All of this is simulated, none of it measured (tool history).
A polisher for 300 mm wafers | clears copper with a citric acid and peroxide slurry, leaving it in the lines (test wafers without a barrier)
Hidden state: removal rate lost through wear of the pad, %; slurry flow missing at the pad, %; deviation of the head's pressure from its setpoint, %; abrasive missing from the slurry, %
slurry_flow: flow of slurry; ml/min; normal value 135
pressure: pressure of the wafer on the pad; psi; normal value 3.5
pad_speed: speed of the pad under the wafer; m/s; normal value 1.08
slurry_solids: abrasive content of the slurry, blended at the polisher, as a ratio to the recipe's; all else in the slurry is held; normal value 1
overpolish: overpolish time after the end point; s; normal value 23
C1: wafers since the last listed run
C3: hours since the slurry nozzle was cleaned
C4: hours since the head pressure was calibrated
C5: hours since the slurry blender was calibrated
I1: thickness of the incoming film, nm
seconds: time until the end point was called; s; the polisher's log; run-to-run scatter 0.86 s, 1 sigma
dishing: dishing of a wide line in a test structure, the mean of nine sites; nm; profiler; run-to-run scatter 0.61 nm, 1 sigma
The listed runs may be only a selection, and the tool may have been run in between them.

Run 1, hour 0: usual settings but pad_speed 1.26 m/s; C1 0; wafers polished on this pad 784; C3 128.1; C4 897.9; C5 252.2; I1 272.2. Result: seconds 98.6 s, dishing 42.6 nm.
Run 2, hour 12.5: usual settings but pad_speed 1.26 m/s; C1 108; wafers polished on this pad 892; C3 140.6; C4 910.4; C5 264.7; I1 272.6. Result: seconds 99.7 s, dishing 43 nm.
At hour 20: worn pad replaced by a new one.
Run 3, hour 25.9: usual settings but pressure 4.3 psi; C1 81; wafers polished on this pad 50; C3 154; C4 923.8; C5 278.1; I1 269.4. Result: seconds 93.6 s, dishing 44.5 nm.
Run 4, hour 41.6: usual settings but pressure 4.3 psi; C1 135; wafers polished on this pad 186; C3 169.7; C4 939.5; C5 293.8; I1 268.5. Result: seconds 92.8 s, dishing 44.9 nm.
At hour 50: head pressure recalibrated.
Run 5, hour 57.7: usual settings but pressure 4.3 psi; C1 121; wafers polished on this pad 308; C3 185.8; C4 7.7; C5 309.9; I1 271. Result: seconds 84.5 s, dishing 49.7 nm.
Run 6, hour 65.5: usual settings but slurry_flow 145 ml/min; C1 67; wafers polished on this pad 375; C3 193.6; C4 15.5; C5 317.7; I1 268.4. Result: seconds 100.5 s, dishing 41.8 nm.
Run 7, hour 76.5: usual settings; C1 95; wafers polished on this pad 470; C3 204.6; C4 26.5; C5 328.7; I1 272.8. Result: seconds 103.5 s, dishing 41.7 nm.
Run 8, hour 83.4: usual settings but pressure 2.7 psi, slurry_solids 1.25; C1 59; wafers polished on this pad 530; C3 211.5; C4 33.4; C5 335.6; I1 267.5. Result: seconds 127.5 s, dishing 33.8 nm.
Run 9, hour 98.9: usual settings but pad_speed 0.86 m/s, overpolish 35 s; C1 133; wafers polished on this pad 664; C3 227; C4 48.9; C5 351.1; I1 273.3. Result: seconds 130 s, dishing 48.8 nm.
At hour 118: worn pad replaced by a new one.
Run 10, hour 118.5: usual settings but pad_speed 1.4 m/s; C1 134; wafers polished on this pad 4; C3 246.6; C4 68.5; C5 370.7; I1 270.3. Result: seconds 79.7 s, dishing 50.1 nm.
At hour 124.3: slurry nozzle cleaned.
At hour 124.6: slurry blender recalibrated.
Run 11, hour 127.8: usual settings but slurry_flow 160 ml/min; C1 68; wafers polished on this pad 73; C3 3.5; C4 77.8; C5 3.2; I1 266.1. Result: seconds 99.5 s, dishing 42.1 nm.
Run 12, hour 139.5: usual settings but overpolish 32 s; C1 101; wafers polished on this pad 174; C3 15.2; C4 89.5; C5 14.9; I1 272.2. Result: seconds 103.9 s, dishing 56 nm.
Run 13, hour 157.3: usual settings but slurry_flow 170 ml/min, pressure 4.3 psi, slurry_solids 1.1; C1 153; wafers polished on this pad 328; C3 33; C4 107.3; C5 32.7; I1 270.2. Result: seconds 80.6 s, dishing 51.5 nm.
Run 14, hour 171.7: usual settings but slurry_solids 0.9; C1 124; wafers polished on this pad 452; C3 47.4; C4 121.7; C5 47.1; I1 273.5. Result: seconds 107.5 s, dishing 41.3 nm.
Run 15, hour 184.1: usual settings but slurry_flow 115 ml/min, overpolish 29 s; C1 107; wafers polished on this pad 559; C3 59.8; C4 134.1; C5 59.5; I1 270. Result: seconds 104.7 s, dishing 49.7 nm.
Run 16, hour 190.6: usual settings; C1 56; wafers polished on this pad 615; C3 66.3; C4 140.6; C5 66; I1 270.7. Result: seconds 102.1 s, dishing 41.8 nm.
Run 17, hour 197.4: usual settings; C1 58; wafers polished on this pad 674; C3 73.1; C4 147.4; C5 72.8; I1 272.3. Result: seconds 105.3 s, dishing 40.6 nm.
Run 18, hour 207.5: usual settings but overpolish 31 s; C1 87; wafers polished on this pad 762; C3 83.2; C4 157.5; C5 82.9; I1 266.1. Result: seconds 102.3 s, dishing 53.3 nm.
Run 19, hour 217.6: usual settings but pad_speed 1.32 m/s, slurry_solids 1.2, overpolish 11 s; C1 87; wafers polished on this pad 849; C3 93.3; C4 167.6; C5 93; I1 271.2. Result: seconds 84.1 s, dishing 26.1 nm.
At hour 235.1: worn pad replaced by a new one.
Run 20, hour 235.6: usual settings but slurry_flow 100 ml/min; C1 121; wafers polished on this pad 4; C3 111.3; C4 185.6; C5 111; I1 270.5. Result: seconds 108.8 s, dishing 40.6 nm.
Run 21, hour 247.8: usual settings but slurry_flow 115 ml/min; C1 105; wafers polished on this pad 110; C3 123.5; C4 197.8; C5 123.2; I1 270.2. Result: seconds 106.7 s, dishing 41.4 nm.
Run 22, hour 255.2: usual settings; C1 63; wafers polished on this pad 174; C3 130.9; C4 205.2; C5 130.6; I1 270.9. Result: seconds 103.4 s, dishing 41.8 nm.
Run 23, hour 263.7: usual settings but pad_speed 1.32 m/s, slurry_solids 1.1, overpolish 12 s; C1 73; wafers polished on this pad 247; C3 139.4; C4 213.7; C5 139.1; I1 272.7. Result: seconds 86 s, dishing 27.6 nm.
Run 24, hour 274.3: usual settings; C1 91; wafers polished on this pad 339; C3 150; C4 224.3; C5 149.7; I1 275.3. Result: seconds 105.8 s, dishing 40.7 nm.
Run 25, hour 286.5: usual settings but slurry_flow 150 ml/min; C1 105; wafers polished on this pad 444; C3 162.2; C4 236.5; C5 161.9; I1 273. Result: seconds 103.8 s, dishing 41.3 nm.
Run 26, hour 298.1: usual settings but pressure 3.8 psi, slurry_solids 1.1; C1 100; wafers polished on this pad 544; C3 173.8; C4 248.1; C5 173.5; I1 272.7. Result: seconds 94.7 s, dishing 45 nm.
Run 27, hour 314.8: usual settings; C1 144; wafers polished on this pad 689; C3 190.5; C4 264.8; C5 190.2; I1 266.9. Result: seconds 103 s, dishing 41.9 nm.

Forecast each of these 5 alternatives for the next run:
Run A, hour 315.3: usual settings but pad_speed 1.24 m/s; C1 4; wafers polished on this pad 693; C3 191; C4 265.3; C5 190.7; I1 267.2. Result: seconds ?, dishing ?.
Run B, hour 315.3: usual settings but pressure 2.5 psi; C1 4; wafers polished on this pad 693; C3 191; C4 265.3; C5 190.7; I1 267.2. Result: seconds ?, dishing ?.
Run C, hour 315.3: usual settings but slurry_flow 170 ml/min; C1 4; wafers polished on this pad 693; C3 191; C4 265.3; C5 190.7; I1 267.2. Result: seconds ?, dishing ?.
Run D, hour 315.3: usual settings but slurry_flow 120 ml/min, pressure 3 psi, slurry_solids 1.3; C1 4; wafers polished on this pad 693; C3 191; C4 265.3; C5 190.7; I1 267.2. Result: seconds ?, dishing ?.
Run E, hour 315.3: usual settings but overpolish 10 s; C1 4; wafers polished on this pad 693; C3 191; C4 265.3; C5 190.7; I1 267.2. Result: seconds ?, dishing ?.

run  seconds  dishing
  A     90.1     46.5
  B    143.3     30.8
  C     99.9     42.8
  D    117.8     36.9
  E    103.2       20
With the hidden condition removed and each run's random variation left untouched, the same runs would have given:
run  seconds  dishing
  A     87.8     47.6
  B    139.7     31.6
  C     97.3     43.7
  D    114.8     37.7
  E    100.5     20.5
